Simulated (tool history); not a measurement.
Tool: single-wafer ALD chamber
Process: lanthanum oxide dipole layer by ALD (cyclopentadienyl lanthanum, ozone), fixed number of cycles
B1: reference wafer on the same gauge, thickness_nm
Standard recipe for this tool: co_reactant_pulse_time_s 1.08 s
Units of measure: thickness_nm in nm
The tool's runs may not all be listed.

run 1 hour=0 | co_reactant_pulse_time_s=0.81 | B1=0.477 | thickness_nm=0.418
run 2 hour=94.3 | co_reactant_pulse_time_s=0.81 | B1=0.477 | thickness_nm=0.418
run 3 hour=187.1 | co_reactant_pulse_time_s=1.08 | B1=0.477 | thickness_nm=0.477
run 4 hour=247.9 | co_reactant_pulse_time_s=1.08 | B1=0.477 | thickness_nm=0.477
run 5 hour=345.3 | co_reactant_pulse_time_s=1.4 | B1=0.477 | thickness_nm=0.516
run 6 hour=398.4 | co_reactant_pulse_time_s=1.08 | B1=0.477 | thickness_nm=0.477
run 7 hour=486.6 | co_reactant_pulse_time_s=1.08 | B1=0.477 | thickness_nm=0.475
run 8 hour=554.9 | co_reactant_pulse_time_s=1.08 | B1=0.477 | thickness_nm=0.473
run 9 hour=624.1 | co_reactant_pulse_time_s=0.77 | B1=0.477 | thickness_nm=0.4
-- hour=656.3 thermocouple changed; heater temperature recalibrated
-- hour=681.6 ozone generator serviced
-- hour=693.1 gauge calibrated
run 10 hour=702.3 | co_reactant_pulse_time_s=0.77 | B1=0.477 | thickness_nm=0.414

What does the tool deliver on the next run?
run 11 hour=806.4 | co_reactant_pulse_time_s=1.08 | B1=? | thickness_nm=?

{"run 11": {"B1": 0.477, "thickness_nm": 0.485}}
With no hidden state in the tool, this same run would have given thickness_nm 0.491 nm.
